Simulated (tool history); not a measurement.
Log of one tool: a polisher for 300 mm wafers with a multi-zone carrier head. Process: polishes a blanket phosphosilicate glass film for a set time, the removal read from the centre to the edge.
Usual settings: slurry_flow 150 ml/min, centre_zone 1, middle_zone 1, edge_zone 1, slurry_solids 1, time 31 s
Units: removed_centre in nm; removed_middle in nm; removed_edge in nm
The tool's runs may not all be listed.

| run | day | slurry_flow | centre_zone | middle_zone | edge_zone | slurry_solids | time | wafers since the last listed run | wafers polished on this pad | hours since the slurry nozzle was cleaned | hours since the centre zone pressure was calibrated | hours since the edge zone pressure was calibrated | hours since the carrier head's membrane was replaced | incoming thickness of the incoming film, nm | removed_centre | removed_middle | removed_edge |
|---|---|---|---|---|---|---|---|---|---|---|---|---|---|---|---|---|---|
| 1 | 0 | 150 | 1 | 1 | 1 | 1 | 31 | 0 | 1286 | 190.4 | 76.6 | 705.2 | 890.8 | 4039.9 | 192.4 | 184.4 | 187.2 |
|  | 0.262 | carrier head's membrane replaced by a new one |
|  | 1.825 | edge zone pressure recalibrated |
| 2 | 2.558 | 150 | 1 | 1 | 1 | 1 | 31 | 525 | 1812 | 251.8 | 138 | 17.6 | 55.1 | 4068.8 | 193.1 | 188.4 | 186.9 |
|  | 8.675 | slurry nozzle cleaned |
|  | 12.588 | worn pad replaced by a new one |
| 3 | 14.288 | 150 | 1 | 1 | 1 | 1 | 31 | 2671 | 394 | 134.7 | 419.5 | 299.1 | 336.6 | 4034.9 | 192.5 | 189 | 190.6 |
| 4 | 16.854 | 150 | 1 | 0.94 | 1 | 1 | 31 | 595 | 989 | 196.3 | 481.1 | 360.7 | 398.2 | 4082.1 | 191.8 | 179.8 | 186 |
| 5 | 18.383 | 150 | 1 | 0.94 | 1 | 1 | 31 | 354 | 1343 | 233 | 517.8 | 397.4 | 434.9 | 4066.8 | 192.1 | 175.1 | 189.4 |
|  | 21.875 | centre zone pressure recalibrated |
| 6 | 22.688 | 150 | 1 | 1 | 1 | 1 | 26 | 978 | 2322 | 336.3 | 19.5 | 500.7 | 538.2 | 4145.4 | 161 | 156.2 | 159 |
|  | 24.262 | slurry nozzle cleaned |
| 7 | 25.975 | 150 | 1 | 1 | 1 | 1 | 31 | 752 | 3075 | 41.1 | 98.4 | 579.6 | 617.1 | 4037.6 | 190.8 | 186.7 | 186 |
| 8 | 28.217 | 150 | 1 | 1 | 1 | 1 | 31 | 519 | 3595 | 94.9 | 152.2 | 633.4 | 670.9 | 4064.3 | 192.6 | 189.2 | 185.3 |
|  | 29.988 | edge zone pressure recalibrated |
|  | 30.925 | worn pad replaced by a new one |
| 9 | 30.946 | 150 | 1 | 0.96 | 1 | 1 | 31 | 574 | 4 | 160.4 | 217.7 | 23 | 736.4 | 4094.9 | 190.2 | 179.4 | 190 |
| 10 | 32.883 | 150 | 1 | 1 | 1 | 1 | 31 | 449 | 453 | 206.9 | 264.2 | 69.5 | 782.9 | 4080.9 | 188.7 | 187.7 | 189.2 |
|  | 35.321 | carrier head's membrane replaced by a new one |
| 11 | 36.142 | 170 | 1.08 | 1 | 0.9 | 0.85 | 31 | 707 | 1160 | 285.1 | 342.4 | 147.7 | 19.7 | 4034.5 | 191.3 | 170.6 | 163.7 |
| 12 | 40.333 | 195 | 1 | 1 | 1 | 1 | 31 | 971 | 2132 | 385.7 | 443 | 248.3 | 120.3 | 4109.7 | 200 | 196.1 | 189.7 |
|  | 40.625 | slurry nozzle cleaned |
| 13 | 43.571 | 150 | 1.05 | 1 | 1 | 0.8 | 27 | 741 | 2873 | 70.7 | 520.7 | 326 | 198 | 4081.8 | 149.8 | 140.1 | 139.7 |
|  | 45.329 | centre zone pressure recalibrated |
| 14 | 46.317 | 150 | 1.09 | 0.89 | 1 | 1 | 31 | 617 | 3491 | 136.6 | 23.7 | 391.9 | 263.9 | 4063.9 | 207.8 | 171.4 | 187.8 |
|  | 47.888 | worn pad replaced by a new one |
| 15 | 56.804 | 150 | 0.95 | 1 | 0.96 | 1 | 31 | 2393 | 2067 | 388.3 | 275.4 | 643.6 | 515.6 | 4106.4 | 183.5 | 183.9 | 188.4 |
|  | 57.962 | slurry nozzle cleaned |
|  | 59.875 | edge zone pressure recalibrated |
| 16 | 60.438 | 150 | 1 | 0.94 | 1 | 1 | 31 | 813 | 2880 | 59.4 | 362.6 | 13.5 | 602.8 | 4061.5 | 191.5 | 176.3 | 192.1 |
| 17 | 62.5 | 150 | 1 | 1 | 1 | 1 | 31 | 478 | 3359 | 108.9 | 412.1 | 63 | 652.3 | 4007.2 | 192.4 | 186.1 | 185.9 |
|  | 65.404 | worn pad replaced by a new one |
| 18 | 66.442 | 150 | 0.95 | 1 | 1 | 1 | 31 | 875 | 240 | 203.5 | 506.7 | 157.6 | 746.9 | 4143.9 | 181.7 | 185 | 185.2 |
|  | 68.904 | centre zone pressure recalibrated |
| 19 | 70.917 | 150 | 1 | 1 | 1 | 1 | 31 | 1018 | 1258 | 310.9 | 48.3 | 265 | 854.3 | 4126.8 | 191.3 | 188.8 | 187.1 |
|  | 73.533 | slurry nozzle cleaned |
| 20 | 74.558 | 150 | 1 | 1.09 | 0.94 | 1.25 | 22 | 834 | 2093 | 24.6 | 135.7 | 352.4 | 941.7 | 4058.9 | 153.8 | 162.5 | 145 |
|  | 74.792 | carrier head's membrane replaced by a new one |
| 21 | 76.204 | 150 | 1 | 1 | 1 | 1 | 31 | 333 | 2426 | 64.1 | 175.2 | 391.9 | 33.9 | 4097.7 | 189.3 | 188 | 186.5 |
| 22 | 77.758 | 200 | 1.09 | 1 | 0.88 | 0.85 | 31 | 360 | 2787 | 101.4 | 212.5 | 429.2 | 71.2 | 4129.9 | 199.1 | 178.9 | 166.7 |

3 ways to go on from here, each from the tool as it stands after run 22. What would each give?
| A | 77.775 | 150 | 1.11 | 1 | 1 | 1 | 31 | 3 | 2791 | 101.8 | 212.9 | 429.6 | 71.6 | 4113.2 | ? | ? | ? |
| B | 77.775 | 150 | 0.91 | 0.9 | 0.91 | 1.15 | 31 | 3 | 2791 | 101.8 | 212.9 | 429.6 | 71.6 | 4113.2 | ? | ? | ? |
| C | 77.775 | 150 | 1 | 1 | 1 | 1.15 | 38 | 3 | 2791 | 101.8 | 212.9 | 429.6 | 71.6 | 4113.2 | ? | ? | ? |

| run | removed_centre | removed_middle | removed_edge |
|---|---|---|---|
| A | 211.8 | 191.9 | 186.4 |
| B | 190.5 | 190.2 | 194.9 |
| C | 254.9 | 254.5 | 247.1 |
Without the tool's hidden state the same runs would have given:
| run | removed_centre | removed_middle | removed_edge |
|---|---|---|---|
| A | 211.8 | 191.9 | 186.4 |
| B | 190.5 | 190.2 | 194.9 |
| C | 254.9 | 254.5 | 247.1 |

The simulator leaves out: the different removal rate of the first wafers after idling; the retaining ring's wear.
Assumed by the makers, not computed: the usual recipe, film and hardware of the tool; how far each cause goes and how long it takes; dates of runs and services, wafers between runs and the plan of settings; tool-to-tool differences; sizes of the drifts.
